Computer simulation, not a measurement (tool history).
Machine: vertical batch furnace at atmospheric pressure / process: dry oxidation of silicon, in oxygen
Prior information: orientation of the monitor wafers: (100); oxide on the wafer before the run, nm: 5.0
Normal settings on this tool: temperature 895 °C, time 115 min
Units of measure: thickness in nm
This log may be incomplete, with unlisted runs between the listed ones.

| run | hour | temperature | time | read-back reference wafer on the same gauge, thickness | thickness |
|---|---|---|---|---|---|
| 1 | 0 | 895 | 115 | 31.79 | 28.52 |
| 2 | 36.2 | 895 | 115 | 31.78 | 28.51 |
| 3 | 62.5 | 895 | 115 | 31.78 | 28.76 |
| 4 | 102.7 | 895 | 115 | 31.81 | 28.61 |
| 5 | 298.7 | 895 | 115 | 31.79 | 28.36 |
| 6 | 324.6 | 895 | 115 | 31.8 | 28.39 |
| 7 | 392.4 | 895 | 115 | 31.77 | 28.55 |
| 8 | 462.2 | 895 | 115 | 31.81 | 28.3 |
| 9 | 511.3 | 895 | 115 | 31.85 | 28.64 |
| 10 | 582 | 901 | 115 | 31.78 | 30.18 |
|  | 640.4 | thermocouples replaced and temperature profile calibrated |
|  | 662.4 | boat lift adjusted |
| 11 | 749.4 | 895 | 91 | 31.81 | 23.95 |
| 12 | 806.7 | 895 | 91 | 31.79 | 24.23 |
| 13 | 853.2 | 876 | 115 | 31.79 | 23.28 |
|  | 900.1 | boat lift adjusted, repeated, since the last time left the tool worse |
| 14 | 911.5 | 876 | 115 | 31.8 | 24.11 |
| 15 | 980.1 | 906 | 68 | 31.8 | 23.58 |
| 16 | 1013.8 | 871 | 115 | 31.78 | 23.15 |
| 17 | 1072.1 | 910 | 155 | 31.8 | 40.81 |
| 18 | 1138.5 | 870 | 115 | 31.77 | 22.89 |
| 19 | 1198.6 | 910 | 160.5 | 31.82 | 42 |
| 20 | 1250.8 | 895 | 115 | 31.79 | 29.06 |
| 21 | 1297.9 | 909 | 167.5 | 31.8 | 42.62 |
| 22 | 1327.6 | 873 | 157 | 31.81 | 28.51 |
|  | 1339.2 | gauge calibrated |
| 23 | 1410 | 907 | 90 | 31.82 | 27.88 |
| 24 | 1462.8 | 906 | 169 | 31.8 | 41.64 |
| 25 | 1505.3 | 906 | 169 | 31.8 | 41.68 |
| 26 | 1574.5 | 888 | 161.5 | 31.84 | 33.55 |
| 27 | 1630.4 | 888 | 83.5 | 31.79 | 22.56 |
| 28 | 1789 | 895 | 115 | 31.79 | 28.95 |

Predict each of these 3 candidate next runs independently; none follows another, all start after run 28:
| A | 1794 | 895 | 77 | ? | ? |
| B | 1794 | 872 | 72 | ? | ? |
| C | 1794 | 918 | 74.5 | ? | ? |

| run | read-back reference wafer on the same gauge, thickness | thickness |
|---|---|---|
| A | 31.81 | 22.67 |
| B | 31.81 | 17.72 |
| C | 31.81 | 27.39 |
Without the tool's unlogged condition, the same runs would have read:
| run | thickness |
|---|---|
| A | 22.76 |
| B | 17.79 |
| C | 27.5 |
